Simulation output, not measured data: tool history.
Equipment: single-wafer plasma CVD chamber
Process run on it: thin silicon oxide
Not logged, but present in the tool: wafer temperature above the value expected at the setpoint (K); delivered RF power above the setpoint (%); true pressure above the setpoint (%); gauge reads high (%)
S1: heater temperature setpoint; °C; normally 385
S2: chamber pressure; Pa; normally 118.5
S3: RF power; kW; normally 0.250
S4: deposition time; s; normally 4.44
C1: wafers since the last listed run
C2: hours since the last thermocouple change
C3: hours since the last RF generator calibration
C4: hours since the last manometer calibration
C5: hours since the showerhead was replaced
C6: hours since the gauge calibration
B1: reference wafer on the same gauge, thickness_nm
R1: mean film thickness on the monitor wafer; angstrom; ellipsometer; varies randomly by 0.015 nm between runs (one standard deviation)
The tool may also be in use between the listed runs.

run	hour	S1	S2	S3	S4	C1	C2	C3	C4	C5	C6	B1	R1
1	0.0	385	129.2	0.250	4.44	0	1995.2	690.9	761.7	6610.9	197.0	7.880	81.13
2	68.6	385	129.2	0.250	4.44	2105	2063.8	759.5	830.3	6679.5	265.6	7.882	81.15
3	106.8	385	129.2	0.250	4.44	1172	2102.0	797.7	868.5	6717.7	303.8	7.877	81.14
4	145.4	385	118.5	0.215	4.98	1184	2140.6	836.3	907.1	6756.3	342.4	7.883	75.86
5	208.5	385	118.5	0.250	4.44	1936	2203.7	899.4	970.2	6819.4	405.5	7.880	74.27
6	255.8	385	118.5	0.270	4.80	1451	2251.0	946.7	1017.5	6866.7	452.8	7.885	83.90
7	329.9	385	118.5	0.270	4.80	2274	2325.1	1020.8	1091.6	6940.8	526.9	7.880	83.72
# hour 417.2: thermocouple changed; heater temperature recalibrated
8	417.7	385	118.5	0.250	4.44	2449	0.5	1108.6	1179.4	7028.6	614.7	7.879	74.34
9	498.6	385	118.5	0.250	4.44	2483	81.4	1189.5	1260.3	7109.5	695.6	7.881	74.64
10	583.7	385	118.5	0.250	3.82	2612	166.5	1274.6	1345.4	7194.6	780.7	7.880	64.10
# hour 847.6: RF generator calibrated
# hour 856.1: showerhead replaced
11	856.6	397	118.5	0.235	4.44	7885	439.4	9.0	1618.3	0.5	1053.6	7.880	70.87
12	995.2	385	118.5	0.250	4.44	4254	578.0	147.6	1756.9	139.1	1192.2	7.878	74.15
# hour 1018.2: capacitance manometer re-zeroed and calibrated
13	1053.7	399	118.5	0.250	5.12	1550	636.5	206.1	35.5	197.6	1250.7	7.884	84.19
14	1161.3	393	106.0	0.280	3.73	3302	744.1	313.7	143.1	305.2	1358.3	7.881	58.07
15	1205.4	385	118.5	0.250	4.44	1353	788.2	357.8	187.2	349.3	1402.4	7.883	73.21
16	1296.1	385	90.1	0.250	5.30	2784	878.9	448.5	277.9	440.0	1493.1	7.880	63.46
# hour 1299.0: gauge calibrated
17	1347.2	381	136.8	0.280	3.86	1568	930.0	499.6	329.0	491.1	48.2	7.880	77.48
18	1432.8	385	99.1	0.250	4.44	2627	1015.6	585.2	414.6	576.7	133.8	7.881	59.92
19	1510.1	385	99.1	0.250	3.99	2372	1092.9	662.5	491.9	654.0	211.1	7.876	53.88
20	1552.1	395	118.5	0.250	4.44	1289	1134.9	704.5	533.9	696.0	253.1	7.883	72.59
# hour 1638.0: capacitance manometer re-zeroed and calibrated, repeated, since the last time left the tool worse
21	1638.5	389	118.5	0.250	4.09	2406	1221.3	790.9	0.5	782.4	339.5	7.881	69.13
22	1698.6	389	92.7	0.225	4.92	1844	1281.4	851.0	60.6	842.5	399.6	7.879	59.22
23	1769.7	385	118.5	0.250	4.44	2182	1352.5	922.1	131.7	913.6	470.7	7.876	74.84
24	1843.9	385	118.5	0.250	4.44	2277	1426.7	996.3	205.9	987.8	544.9	7.878	75.19
25	1901.9	373	118.5	0.250	4.44	1780	1484.7	1054.3	263.9	1045.8	602.9	7.875	75.51
26	1967.4	385	118.5	0.250	4.44	2010	1550.2	1119.8	329.4	1111.3	668.4	7.880	75.01
27	2008.4	385	99.1	0.250	3.99	1258	1591.2	1160.8	370.4	1152.3	709.4	7.883	55.62
28	2074.8	385	118.5	0.250	4.44	2038	1657.6	1227.2	436.8	1218.7	775.8	7.877	74.92

Branching from run 28: 4 alternative next runs. What would each branch give?
A	2075.2	385	118.5	0.250	3.80	12	1658.0	1227.6	437.2	1219.1	776.2	?	?
B	2075.2	385	143.3	0.250	4.44	12	1658.0	1227.6	437.2	1219.1	776.2	?	?
C	2075.2	375	132.5	0.210	5.13	12	1658.0	1227.6	437.2	1219.1	776.2	?	?
D	2075.2	373	118.5	0.200	4.44	12	1658.0	1227.6	437.2	1219.1	776.2	?	?

run	B1	R1
A	7.880	64.16
B	7.880	88.00
C	7.880	86.30
D	7.880	65.29
With no hidden state in the tool, these same runs would have given:
run	R1
A	64.35
B	88.21
C	86.51
D	65.49
